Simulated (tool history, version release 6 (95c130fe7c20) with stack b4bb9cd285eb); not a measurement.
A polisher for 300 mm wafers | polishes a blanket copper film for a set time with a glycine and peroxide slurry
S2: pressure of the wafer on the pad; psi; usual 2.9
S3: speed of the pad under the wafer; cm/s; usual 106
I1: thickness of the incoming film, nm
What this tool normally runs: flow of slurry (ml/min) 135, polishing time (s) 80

{"run": 1, "hour": 0.0, "flow of slurry (ml/min)": 135, "S2": 2.9, "S3": 122, "polishing time (s)": 80, "I1": 2126.0, "film removed (nm)": 582.7}
{"run": 2, "hour": 16.8, "flow of slurry (ml/min)": 135, "S2": 2.9, "S3": 106, "polishing time (s)": 80, "I1": 2147.7, "film removed (nm)": 500.6}
{"run": 3, "hour": 50.0, "flow of slurry (ml/min)": 135, "S2": 2.9, "S3": 106, "polishing time (s)": 80, "I1": 2151.2, "film removed (nm)": 479.2}
{"run": 4, "hour": 76.2, "flow of slurry (ml/min)": 135, "S2": 2.1, "S3": 82, "polishing time (s)": 80, "I1": 2146.0, "film removed (nm)": 302.8}
{"run": 5, "hour": 104.3, "flow of slurry (ml/min)": 135, "S2": 2.9, "S3": 106, "polishing time (s)": 80, "I1": 2107.9, "film removed (nm)": 478.5}
{"run": 6, "hour": 131.9, "flow of slurry (ml/min)": 135, "S2": 2.9, "S3": 106, "polishing time (s)": 80, "I1": 2116.2, "film removed (nm)": 469.0}
{"run": 7, "hour": 146.6, "flow of slurry (ml/min)": 135, "S2": 2.9, "S3": 106, "polishing time (s)": 80, "I1": 2122.2, "film removed (nm)": 466.0}
{"hour": 171.4, "done": "worn pad replaced by a new one"}
{"run": 8, "hour": 171.9, "flow of slurry (ml/min)": 135, "S2": 2.9, "S3": 106, "polishing time (s)": 80, "I1": 2156.5, "film removed (nm)": 534.6}
{"run": 9, "hour": 181.4, "flow of slurry (ml/min)": 135, "S2": 2.9, "S3": 106, "polishing time (s)": 80, "I1": 2131.6, "film removed (nm)": 509.0}
{"run": 10, "hour": 197.2, "flow of slurry (ml/min)": 135, "S2": 2.9, "S3": 106, "polishing time (s)": 80, "I1": 2176.0, "film removed (nm)": 505.5}
{"run": 11, "hour": 210.4, "flow of slurry (ml/min)": 135, "S2": 2.9, "S3": 106, "polishing time (s)": 80, "I1": 2096.9, "film removed (nm)": 491.3}
{"run": 12, "hour": 234.8, "flow of slurry (ml/min)": 135, "S2": 2.9, "S3": 106, "polishing time (s)": 80, "I1": 2113.8, "film removed (nm)": 492.6}
{"run": 13, "hour": 252.3, "flow of slurry (ml/min)": 135, "S2": 2.9, "S3": 106, "polishing time (s)": 80, "I1": 2125.7, "film removed (nm)": 485.0}
{"run": 14, "hour": 299.8, "flow of slurry (ml/min)": 135, "S2": 2.9, "S3": 106, "polishing time (s)": 80, "I1": 2161.8, "film removed (nm)": 463.4}
{"run": 15, "hour": 318.6, "flow of slurry (ml/min)": 135, "S2": 2.9, "S3": 106, "polishing time (s)": 80, "I1": 2156.8, "film removed (nm)": 476.8}
{"hour": 329.8, "done": "worn pad replaced by a new one"}
{"run": 16, "hour": 330.7, "flow of slurry (ml/min)": 135, "S2": 2.9, "S3": 106, "polishing time (s)": 80, "I1": 2105.7, "film removed (nm)": 523.5}
{"run": 17, "hour": 346.4, "flow of slurry (ml/min)": 135, "S2": 2.9, "S3": 106, "polishing time (s)": 80, "I1": 2129.2, "film removed (nm)": 524.0}
{"run": 18, "hour": 370.2, "flow of slurry (ml/min)": 135, "S2": 2.9, "S3": 106, "polishing time (s)": 80, "I1": 2162.9, "film removed (nm)": 494.4}
{"hour": 374.9, "done": "head pressure recalibrated"}
{"run": 19, "hour": 383.2, "flow of slurry (ml/min)": 170, "S2": 2.9, "S3": 106, "polishing time (s)": 80, "I1": 2093.8, "film removed (nm)": 516.0}
{"run": 20, "hour": 418.9, "flow of slurry (ml/min)": 100, "S2": 2.4, "S3": 130, "polishing time (s)": 80, "I1": 2111.9, "film removed (nm)": 455.5}
{"run": 21, "hour": 439.5, "flow of slurry (ml/min)": 135, "S2": 2.9, "S3": 96, "polishing time (s)": 94, "I1": 2160.6, "film removed (nm)": 516.7}
{"run": 22, "hour": 464.2, "flow of slurry (ml/min)": 135, "S2": 2.9, "S3": 106, "polishing time (s)": 93, "I1": 2090.6, "film removed (nm)": 543.5}

Estimate the outcome of run 23 from the log above:
{"hour": 480.3, "done": "slurry nozzle cleaned"}
{"hour": 497.2, "done": "worn pad replaced by a new one, of another model than before"}
{"run": 23, "hour": 497.7, "flow of slurry (ml/min)": 135, "S2": 2.9, "S3": 118, "polishing time (s)": 80, "I1": 2156.2, "film removed (nm)": "?"}

{"run 23": {"film removed (nm)": 547.4}}
With no hidden state in the tool, this same run would have given film removed (nm) 556.2.
